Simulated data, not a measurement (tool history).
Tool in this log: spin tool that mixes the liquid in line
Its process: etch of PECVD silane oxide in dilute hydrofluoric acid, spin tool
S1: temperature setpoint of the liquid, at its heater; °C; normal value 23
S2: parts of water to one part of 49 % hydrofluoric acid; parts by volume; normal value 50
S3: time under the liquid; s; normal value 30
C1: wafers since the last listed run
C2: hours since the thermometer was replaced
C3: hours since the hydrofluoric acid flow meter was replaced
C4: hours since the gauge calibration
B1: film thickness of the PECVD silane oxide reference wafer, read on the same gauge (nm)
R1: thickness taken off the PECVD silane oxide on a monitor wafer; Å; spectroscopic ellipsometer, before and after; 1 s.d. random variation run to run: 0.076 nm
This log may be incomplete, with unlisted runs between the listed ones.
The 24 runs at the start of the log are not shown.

run,hour,S1,S2,S3,C1,C2,C3,C4,B1,R1
25,1419.5,25.5,45,30,371,294,667.9,1335.4,130,221.8
26,1448.4,18,50,45,221,322.9,696.8,1364.3,129.99,214.3
27,1508.5,19.5,60,15,459,383,756.9,1424.4,129.98,63.2
28,1542.2,23,50,35,257,416.7,790.6,1458.1,130.04,207
29,1572.5,23,50,30,231,447,820.9,1488.4,130.01,175
30,1601.8,25,35,15,224,476.3,850.2,1517.7,130.01,140.3
31,1663,20,65,30,468,537.5,911.4,1578.9,130,117.1
32,1730.3,23,50,30,515,604.8,978.7,1646.2,130.01,175.6

Consider 5 possible next runs. They are alternatives, not a sequence: every one starts from the tool as it was left by run 32. What does each give?
A,1730.7,23,50,45,3,605.2,979.1,1646.6,?,?
B,1730.7,19,65,30,3,605.2,979.1,1646.6,?,?
C,1730.7,23,65,45,3,605.2,979.1,1646.6,?,?
D,1730.7,25.5,75,30,3,605.2,979.1,1646.6,?,?
E,1730.7,20,50,20,3,605.2,979.1,1646.6,?,?

run,B1,R1
A,130.01,262.1
B,130.01,111.6
C,130.01,197.7
D,130.01,124.7
E,130.01,102.7
The same runs, with their run-to-run variation unchanged, on a tool lacking any hidden condition would have given:
run,R1
A,271.4
B,115.5
C,204.8
D,129.2
E,106.3
